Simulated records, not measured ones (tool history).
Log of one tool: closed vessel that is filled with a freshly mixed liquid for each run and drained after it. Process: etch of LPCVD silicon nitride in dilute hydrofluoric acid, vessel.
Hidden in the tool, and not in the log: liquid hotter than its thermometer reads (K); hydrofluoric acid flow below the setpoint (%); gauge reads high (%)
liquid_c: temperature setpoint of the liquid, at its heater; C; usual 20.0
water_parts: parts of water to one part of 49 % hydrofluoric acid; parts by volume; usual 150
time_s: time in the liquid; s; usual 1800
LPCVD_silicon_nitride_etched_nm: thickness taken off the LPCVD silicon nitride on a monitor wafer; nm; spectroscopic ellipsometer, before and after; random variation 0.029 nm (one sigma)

run	hour	liquid_c	water_parts	time_s	wafers since the last listed run	hours since the thermometer was replaced	hours since the hydrofluoric acid flow meter was replaced	hours since the gauge calibration	read-back film thickness of the LPCVD silicon nitride reference wafer, read on the same gauge (nm)	LPCVD_silicon_nitride_etched_nm
1	0.0	20.0	150	1800	0	1423.2	1147.6	3334.5	79.98	4.22
2	106.6	20.0	150	1800	3528	1529.8	1254.2	3441.1	79.98	4.19
# hour 158.1: hydrofluoric acid flow meter replaced
3	176.3	20.0	150	1800	2273	1599.5	18.2	3510.8	79.99	4.51
4	282.0	20.0	150	1800	3498	1705.2	123.9	3616.5	80.01	4.50
5	333.3	20.0	150	1800	1697	1756.5	175.2	3667.8	80.00	4.50
6	373.0	20.0	150	1800	1313	1796.2	214.9	3707.5	80.00	4.45
# hour 412.9: thermometer replaced
# hour 436.8: gauge calibrated
7	441.2	20.0	150	1800	2224	28.3	283.1	4.4	79.99	4.48
8	538.9	20.0	150	1800	3233	126.0	380.8	102.1	80.03	4.36
9	621.7	20.0	150	1800	2740	208.8	463.6	184.9	79.99	4.37
10	751.2	17.0	150	1800	4286	338.3	593.1	314.4	80.01	3.53
11	833.1	17.0	150	1800	2710	420.2	675.0	396.3	79.99	3.50
12	934.2	17.0	80	1800	3346	521.3	776.1	497.4	80.00	6.46
13	1037.8	25.0	150	2330	3428	624.9	879.7	601.0	80.02	7.61
14	1081.8	18.5	210	2430	1456	668.9	923.7	645.0	80.00	3.73
15	1134.7	20.0	110	1225	1750	721.8	976.6	697.9	79.97	3.91
16	1203.3	17.0	75	1800	2270	790.4	1045.2	766.5	79.96	6.76
17	1244.4	20.0	150	1800	1360	831.5	1086.3	807.6	80.00	4.19
18	1350.5	20.0	225	1800	3511	937.6	1192.4	913.7	80.02	2.81
19	1425.8	22.5	200	2145	2492	1012.9	1267.7	989.0	80.01	4.36
20	1491.1	20.0	150	2575	2161	1078.2	1333.0	1054.3	80.01	5.81
# hour 1516.0: hydrofluoric acid flow meter replaced
21	1586.1	18.0	85	1515	3111	1173.2	70.1	1149.3	79.98	5.74
22	1629.3	24.5	150	2190	1429	1216.4	113.3	1192.5	79.99	7.26
23	1691.2	17.0	195	965	2048	1278.3	175.2	1254.4	80.01	1.52
24	1758.2	20.0	150	1800	2217	1345.3	242.2	1321.4	79.95	4.43
25	1813.6	18.0	150	1800	1833	1400.7	297.6	1376.8	79.99	3.88
26	1852.1	17.5	185	1800	1274	1439.2	336.1	1415.3	79.98	3.03
27	1892.8	20.0	150	1800	1347	1479.9	376.8	1456.0	79.99	4.43
28	1950.2	17.5	210	2775	1899	1537.3	434.2	1513.4	79.98	4.14
29	2038.2	20.0	150	1800	2912	1625.3	522.2	1601.4	80.00	4.35
# hour 2050.5: thermometer replaced
30	2109.2	17.0	110	2330	2316	58.7	593.2	1672.4	79.98	6.25
31	2211.3	23.5	150	1800	3379	160.8	695.3	1774.5	79.99	5.42

Forecast each of these 5 alternatives for the next run:
A	2212.5	20.0	150	1230	39	162.0	696.5	1775.7	?	?
B	2212.5	21.5	175	2260	39	162.0	696.5	1775.7	?	?
C	2212.5	20.0	210	1800	39	162.0	696.5	1775.7	?	?
D	2212.5	23.5	80	2100	39	162.0	696.5	1775.7	?	?
E	2212.5	17.5	195	1235	39	162.0	696.5	1775.7	?	?

run	read-back film thickness of the LPCVD silicon nitride reference wafer, read on the same gauge (nm)	LPCVD_silicon_nitride_etched_nm
A	80.01	2.98
B	80.01	5.19
C	80.01	3.14
D	80.01	11.88
E	80.01	1.96
Without the tool's hidden state the same runs would have given:
run	LPCVD_silicon_nitride_etched_nm
A	3.15
B	5.50
C	3.32
D	12.58
E	2.07
